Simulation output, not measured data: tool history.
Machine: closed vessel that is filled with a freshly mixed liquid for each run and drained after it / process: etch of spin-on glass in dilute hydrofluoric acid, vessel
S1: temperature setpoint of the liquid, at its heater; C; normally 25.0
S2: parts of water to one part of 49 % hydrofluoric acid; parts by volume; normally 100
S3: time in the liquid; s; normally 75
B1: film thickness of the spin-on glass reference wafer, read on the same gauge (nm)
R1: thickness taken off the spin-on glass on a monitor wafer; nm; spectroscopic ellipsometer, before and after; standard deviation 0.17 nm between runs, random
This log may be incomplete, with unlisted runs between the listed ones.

run,hour,S1,S2,S3,B1,R1
1,0.0,26.5,100,55,60.01,19.21
2,9.8,26.5,100,55,59.97,19.17
3,21.2,25.0,125,75,59.97,18.89
4,59.9,25.0,90,75,60.03,27.75
5,72.9,25.0,90,75,59.96,27.54
6,80.5,25.0,90,75,60.01,27.25
7,96.2,25.0,100,75,59.97,24.55
8,111.5,25.0,100,75,59.99,24.56
9,125.7,25.0,100,75,60.04,24.72
10,148.7,25.0,100,75,59.98,24.69
11,158.4,25.0,100,75,60.02,24.76
# hour 166.3: gauge calibrated
12,169.7,25.0,100,75,60.02,24.64
13,182.8,25.0,100,75,59.99,25.11
14,225.2,25.0,100,75,59.99,24.99
15,242.2,25.0,100,75,59.99,25.18
# hour 248.1: thermometer replaced
16,255.9,28.5,75,75,60.01,39.06
17,264.5,21.5,70,35,60.03,14.81
18,273.5,25.0,100,75,60.02,24.79
19,284.1,25.0,80,35,59.98,14.75
# hour 296.3: hydrofluoric acid flow meter replaced
20,296.8,29.0,70,30,59.96,15.94
21,305.7,25.0,100,75,60.03,23.39
22,320.7,25.0,100,75,59.98,23.74
23,333.3,21.5,100,75,60.00,20.36
24,349.4,29.0,140,45,60.03,10.94
25,364.2,25.0,60,75,59.98,41.00
26,380.8,25.0,115,75,60.00,19.99
27,389.6,27.0,125,105,59.99,27.45
28,436.3,25.0,100,75,60.00,23.52
29,445.3,25.0,100,75,60.01,23.35
30,458.6,22.0,55,35,59.99,18.76
31,475.3,27.0,100,75,59.98,25.60

Each row is a separate what-if for the run after 31, all from the same tool condition, not one after another. Results?
A,476.0,25.0,100,45,?,?
B,476.0,22.5,85,60,?,?
C,476.0,25.0,150,75,?,?
D,476.0,25.0,100,110,?,?
E,476.0,29.0,100,90,?,?

run,B1,R1
A,60.02,14.15
B,60.02,20.45
C,60.02,14.82
D,60.02,34.59
E,60.02,33.03
With the hidden condition removed and each run's random variation left untouched, the same runs would have given:
run,R1
A,13.69
B,19.80
C,14.32
D,33.48
E,31.96
